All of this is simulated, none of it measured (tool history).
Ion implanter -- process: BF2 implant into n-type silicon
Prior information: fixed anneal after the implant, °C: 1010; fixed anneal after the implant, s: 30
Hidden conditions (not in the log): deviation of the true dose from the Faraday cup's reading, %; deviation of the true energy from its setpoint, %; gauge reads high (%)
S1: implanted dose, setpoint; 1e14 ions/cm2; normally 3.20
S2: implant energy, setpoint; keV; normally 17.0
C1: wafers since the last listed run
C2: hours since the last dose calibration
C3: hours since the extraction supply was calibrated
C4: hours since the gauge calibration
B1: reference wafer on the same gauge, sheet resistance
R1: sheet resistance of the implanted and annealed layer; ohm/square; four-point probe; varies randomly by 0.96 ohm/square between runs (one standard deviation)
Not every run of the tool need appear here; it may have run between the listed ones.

{"run": 1, "day": 0.0, "S1": 3.2, "S2": 21.0, "C1": 0, "C2": 923.9, "C3": 3742.1, "C4": 4081.7, "B1": 282.08, "R1": 349.57}
{"day": 0.6, "done": "Faraday cup replaced and dose calibrated"}
{"run": 2, "day": 3.567, "S1": 3.2, "S2": 21.0, "C1": 1456, "C2": 71.2, "C3": 3827.7, "C4": 4167.3, "B1": 282.09, "R1": 340.35}
{"run": 3, "day": 6.508, "S1": 3.2, "S2": 21.0, "C1": 1325, "C2": 141.8, "C3": 3898.3, "C4": 4237.9, "B1": 282.24, "R1": 342.03}
{"run": 4, "day": 10.917, "S1": 3.2, "S2": 19.5, "C1": 1985, "C2": 247.6, "C3": 4004.1, "C4": 4343.7, "B1": 281.96, "R1": 345.0}
{"run": 5, "day": 12.6, "S1": 3.2, "S2": 19.5, "C1": 758, "C2": 288.0, "C3": 4044.5, "C4": 4384.1, "B1": 281.77, "R1": 344.0}
{"run": 6, "day": 15.567, "S1": 3.46, "S2": 17.0, "C1": 1336, "C2": 359.2, "C3": 4115.7, "C4": 4455.3, "B1": 282.15, "R1": 328.96}
{"run": 7, "day": 17.862, "S1": 3.46, "S2": 17.0, "C1": 1034, "C2": 414.3, "C3": 4170.8, "C4": 4510.4, "B1": 282.11, "R1": 329.44}
{"run": 8, "day": 21.583, "S1": 3.46, "S2": 17.0, "C1": 1675, "C2": 503.6, "C3": 4260.1, "C4": 4599.7, "B1": 281.67, "R1": 329.9}
{"day": 23.292, "done": "extraction supply calibrated"}
{"run": 9, "day": 25.725, "S1": 3.2, "S2": 17.0, "C1": 1715, "C2": 603.0, "C3": 58.4, "C4": 4699.1, "B1": 282.08, "R1": 351.39}
{"run": 10, "day": 29.375, "S1": 3.2, "S2": 17.0, "C1": 1644, "C2": 690.6, "C3": 146.0, "C4": 4786.7, "B1": 281.91, "R1": 351.6}
{"run": 11, "day": 32.862, "S1": 3.2, "S2": 15.5, "C1": 1570, "C2": 774.3, "C3": 229.7, "C4": 4870.4, "B1": 281.92, "R1": 358.58}
{"run": 12, "day": 34.65, "S1": 3.2, "S2": 15.5, "C1": 805, "C2": 817.2, "C3": 272.6, "C4": 4913.3, "B1": 282.01, "R1": 360.71}
{"day": 39.271, "done": "gauge calibrated"}
{"day": 45.058, "done": "Faraday cup replaced and dose calibrated"}
{"run": 13, "day": 45.562, "S1": 3.2, "S2": 15.5, "C1": 4765, "C2": 12.1, "C3": 534.5, "C4": 151.0, "B1": 282.22, "R1": 353.14}
{"run": 14, "day": 49.379, "S1": 3.2, "S2": 17.0, "C1": 1719, "C2": 103.7, "C3": 626.1, "C4": 242.6, "B1": 282.25, "R1": 349.49}
{"run": 15, "day": 51.683, "S1": 3.2, "S2": 17.0, "C1": 1037, "C2": 159.0, "C3": 681.4, "C4": 297.9, "B1": 281.89, "R1": 351.71}
{"run": 16, "day": 53.804, "S1": 3.2, "S2": 21.0, "C1": 955, "C2": 209.9, "C3": 732.3, "C4": 348.8, "B1": 282.16, "R1": 342.44}
{"run": 17, "day": 55.517, "S1": 3.2, "S2": 13.5, "C1": 771, "C2": 251.0, "C3": 773.4, "C4": 389.9, "B1": 281.93, "R1": 362.17}
{"run": 18, "day": 57.917, "S1": 2.8, "S2": 17.0, "C1": 1081, "C2": 308.6, "C3": 831.0, "C4": 447.5, "B1": 281.6, "R1": 389.47}
{"run": 19, "day": 61.446, "S1": 3.2, "S2": 17.0, "C1": 1589, "C2": 393.3, "C3": 915.7, "C4": 532.2, "B1": 281.75, "R1": 350.44}
{"run": 20, "day": 64.067, "S1": 2.53, "S2": 17.0, "C1": 1180, "C2": 456.2, "C3": 978.6, "C4": 595.1, "B1": 282.06, "R1": 428.07}
{"run": 21, "day": 66.675, "S1": 3.2, "S2": 17.0, "C1": 1174, "C2": 518.8, "C3": 1041.2, "C4": 657.7, "B1": 282.24, "R1": 352.69}
{"run": 22, "day": 69.2, "S1": 3.2, "S2": 21.0, "C1": 1137, "C2": 579.4, "C3": 1101.8, "C4": 718.3, "B1": 282.07, "R1": 344.7}
{"run": 23, "day": 72.975, "S1": 3.46, "S2": 13.0, "C1": 1700, "C2": 670.0, "C3": 1192.4, "C4": 808.9, "B1": 281.94, "R1": 345.92}
{"run": 24, "day": 77.467, "S1": 2.31, "S2": 19.0, "C1": 2023, "C2": 777.8, "C3": 1300.2, "C4": 916.7, "B1": 282.03, "R1": 459.23}
{"day": 79.242, "done": "Faraday cup replaced and dose calibrated"}
{"run": 25, "day": 81.454, "S1": 3.2, "S2": 11.0, "C1": 1645, "C2": 53.1, "C3": 1395.9, "C4": 1012.4, "B1": 281.95, "R1": 374.89}
{"run": 26, "day": 85.038, "S1": 2.66, "S2": 17.0, "C1": 1614, "C2": 139.1, "C3": 1481.9, "C4": 1098.4, "B1": 282.35, "R1": 408.96}
{"run": 27, "day": 86.742, "S1": 2.35, "S2": 19.0, "C1": 767, "C2": 180.0, "C3": 1522.8, "C4": 1139.3, "B1": 282.33, "R1": 448.98}
{"run": 28, "day": 88.846, "S1": 3.75, "S2": 17.0, "C1": 947, "C2": 230.5, "C3": 1573.3, "C4": 1189.8, "B1": 281.66, "R1": 307.8}
{"run": 29, "day": 93.154, "S1": 2.26, "S2": 17.0, "C1": 1940, "C2": 333.9, "C3": 1676.7, "C4": 1293.2, "B1": 281.96, "R1": 468.36}
{"run": 30, "day": 97.242, "S1": 3.48, "S2": 14.0, "C1": 1841, "C2": 432.0, "C3": 1774.8, "C4": 1391.3, "B1": 282.16, "R1": 339.13}
{"run": 31, "day": 99.225, "S1": 3.2, "S2": 17.0, "C1": 893, "C2": 479.6, "C3": 1822.4, "C4": 1438.9, "B1": 282.05, "R1": 354.16}
{"run": 32, "day": 103.346, "S1": 2.95, "S2": 17.0, "C1": 1856, "C2": 578.5, "C3": 1921.3, "C4": 1537.8, "B1": 281.65, "R1": 375.98}
{"run": 33, "day": 106.529, "S1": 2.41, "S2": 13.5, "C1": 1433, "C2": 654.9, "C3": 1997.7, "C4": 1614.2, "B1": 282.36, "R1": 458.07}
{"run": 34, "day": 108.962, "S1": 3.2, "S2": 19.0, "C1": 1096, "C2": 713.3, "C3": 2056.1, "C4": 1672.6, "B1": 282.11, "R1": 349.33}
{"run": 35, "day": 111.838, "S1": 2.53, "S2": 17.0, "C1": 1294, "C2": 782.3, "C3": 2125.1, "C4": 1741.6, "B1": 281.94, "R1": 430.87}
{"day": 114.388, "done": "Faraday cup replaced and dose calibrated"}
{"run": 36, "day": 115.121, "S1": 3.2, "S2": 17.0, "C1": 1328, "C2": 17.6, "C3": 2203.9, "C4": 1820.4, "B1": 282.04, "R1": 349.53}
{"run": 37, "day": 119.238, "S1": 2.28, "S2": 17.0, "C1": 1854, "C2": 116.4, "C3": 2302.7, "C4": 1919.2, "B1": 281.57, "R1": 464.15}
{"run": 38, "day": 123.158, "S1": 3.2, "S2": 17.0, "C1": 1766, "C2": 210.5, "C3": 2396.8, "C4": 2013.3, "B1": 281.88, "R1": 350.84}

Hidden state or all else? Some run-to-run changes of R1, split into what the settings, what came in and random variation would give without the hidden state, and what is left for the hidden state (with any gauge scatter that isn't in both results):
Run 1 -> 2: Faraday cup replaced and dose calibrated. R1 -9.22 ohm/square: hidden state -10.08, all else +0.86.
Run 24 -> 25: S1 2.31 -> 3.20, S2 19.0 -> 11.0, Faraday cup replaced and dose calibrated. R1 -84.34 ohm/square: hidden state -6.96, all else -77.38.
Run 27 -> 28: S1 2.35 -> 3.75, S2 19.0 -> 17.0. R1 -141.18 ohm/square: hidden state -0.40, all else -140.78.
Run 28 -> 29: S1 3.75 -> 2.26. R1 +160.56 ohm/square: hidden state +1.44, all else +159.12.
Run 29 -> 30: S1 2.26 -> 3.48, S2 17.0 -> 14.0. R1 -129.23 ohm/square: hidden state -0.34, all else -128.89.
Run 35 -> 36: S1 2.53 -> 3.20, Faraday cup replaced and dose calibrated. R1 -81.34 ohm/square: hidden state -7.18, all else -74.16.
